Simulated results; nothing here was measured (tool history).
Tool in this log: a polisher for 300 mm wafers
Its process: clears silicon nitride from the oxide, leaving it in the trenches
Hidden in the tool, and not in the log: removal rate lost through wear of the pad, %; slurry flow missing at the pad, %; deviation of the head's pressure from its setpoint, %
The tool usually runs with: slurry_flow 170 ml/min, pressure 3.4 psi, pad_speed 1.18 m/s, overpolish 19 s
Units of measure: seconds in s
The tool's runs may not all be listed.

run,day,slurry_flow,pressure,pad_speed,overpolish,wafers since the last listed run,wafers polished on this pad,hours since the slurry nozzle was cleaned,hours since the head pressure was calibrated,"incoming thickness of the incoming film, nm",seconds
1,0.000,170,3.4,1.18,14,0,345,64.6,344.4,95.5,61.2
2,1.167,170,3.4,1.18,19,179,525,92.6,372.4,93.2,59.6
3,2.433,170,3.4,1.18,19,195,720,123.0,402.8,94.0,60.7
# day 2.867: head pressure recalibrated
4,4.483,170,2.9,1.18,19,303,1023,172.2,38.8,94.4,73.2
# day 5.225: worn pad replaced by a new one
5,5.675,195,3.0,1.18,19,157,69,200.8,67.4,96.7,71.4
6,7.362,195,3.0,1.18,19,260,329,241.3,107.9,94.4,68.5
# day 7.696: slurry nozzle cleaned
7,8.612,195,3.0,1.18,19,186,515,22.0,137.9,96.2,70.0
# day 13.317: worn pad replaced by a new one
8,13.338,170,3.4,1.18,19,702,3,135.4,251.3,94.7,61.3
9,14.900,170,3.4,1.18,19,240,243,172.9,288.8,95.2,61.4
# day 16.629: head pressure recalibrated
# day 17.512: slurry nozzle cleaned
10,17.675,170,3.4,1.18,19,408,652,3.9,25.1,96.1,64.9
11,18.996,170,2.8,1.18,19,203,855,35.6,56.8,93.4,74.2
12,20.462,200,3.4,1.18,19,226,1081,70.8,92.0,96.9,62.0
13,22.325,220,2.8,0.84,24,287,1368,115.5,136.7,94.5,86.7
# day 23.221: worn pad replaced by a new one
14,24.558,170,3.4,1.18,19,318,206,169.1,190.3,94.7,62.2
15,26.604,205,2.8,0.86,10,315,521,218.2,239.4,95.6,87.2
16,28.446,170,3.4,1.36,19,283,805,262.4,283.6,94.8,56.8
# day 28.821: slurry nozzle cleaned
17,29.458,170,2.8,0.92,13,149,954,15.3,307.9,95.8,86.1
18,31.808,200,4.6,1.18,19,362,1317,71.7,364.3,94.1,44.0
# day 32.388: worn pad replaced by a new one
19,33.500,110,4.1,0.80,27,235,171,112.3,404.9,94.9,67.4
# day 34.517: head pressure recalibrated
20,34.562,170,3.4,1.36,26,150,322,137.8,1.1,96.5,59.6
21,36.262,170,3.4,1.18,19,261,584,178.6,41.9,96.2,62.2
22,38.100,170,3.4,1.18,19,283,867,222.7,86.0,96.0,63.3
23,39.412,210,3.9,1.18,19,202,1069,254.2,117.5,95.0,51.1
# day 41.083: slurry nozzle cleaned
# day 41.850: worn pad replaced by a new one
24,41.871,170,3.8,1.18,26,346,3,18.9,176.5,94.5,54.5
25,43.200,170,3.4,1.18,23,204,208,50.8,208.4,96.4,62.4

Hidden state at the last listed run before each entry between runs and at the first one after, where it differs:
Logged between run 3 and run 4: head pressure recalibrated (day 2.867)
  deviation of the head's pressure from its setpoint, %: 4.25 -> 0.506
  measured result minus the result with no hidden state, seconds: -2.6 -> -0.4 s
Logged between run 4 and run 5: worn pad replaced by a new one (day 5.225)
  deviation of the head's pressure from its setpoint, %: 0.506 -> 1.22
  measured result minus the result with no hidden state, seconds: -0.4 -> -0.9 s
Logged between run 6 and run 7: slurry nozzle cleaned (day 7.696)
  deviation of the head's pressure from its setpoint, %: 2 -> 2.43
  measured result minus the result with no hidden state, seconds: -1.4 -> -1.7 s
Logged between run 7 and run 8: worn pad replaced by a new one (day 13.317)
  deviation of the head's pressure from its setpoint, %: 2.43 -> 3.4
  measured result minus the result with no hidden state, seconds: -1.7 -> -2.1 s
Logged between run 9 and run 10: head pressure recalibrated (day 16.629); slurry nozzle cleaned (day 17.512)
  deviation of the head's pressure from its setpoint, %: 3.57 -> 0.905
  measured result minus the result with no hidden state, seconds: -2.2 -> -0.6 s
Logged between run 13 and run 14: worn pad replaced by a new one (day 23.221)
  deviation of the head's pressure from its setpoint, %: 3.22 -> 3.79
  measured result minus the result with no hidden state, seconds: -2.8 -> -2.3 s
Logged between run 16 and run 17: slurry nozzle cleaned (day 28.821)
  deviation of the head's pressure from its setpoint, %: 4.35 -> 4.45
  measured result minus the result with no hidden state, seconds: -2.4 -> -3.9 s
Logged between run 18 and run 19: worn pad replaced by a new one (day 32.388)
  deviation of the head's pressure from its setpoint, %: 4.6 -> 4.67
  measured result minus the result with no hidden state, seconds: -2.0 -> -3.2 s
Logged between run 19 and run 20: head pressure recalibrated (day 34.517)
  deviation of the head's pressure from its setpoint, %: 4.67 -> 0.174
  measured result minus the result with no hidden state, seconds: -3.2 -> -0.1 s
Logged between run 23 and run 24: slurry nozzle cleaned (day 41.083); worn pad replaced by a new one (day 41.850)
  deviation of the head's pressure from its setpoint, %: 3.05 -> 3.76
  measured result minus the result with no hidden state, seconds: -1.6 -> -2.0 s

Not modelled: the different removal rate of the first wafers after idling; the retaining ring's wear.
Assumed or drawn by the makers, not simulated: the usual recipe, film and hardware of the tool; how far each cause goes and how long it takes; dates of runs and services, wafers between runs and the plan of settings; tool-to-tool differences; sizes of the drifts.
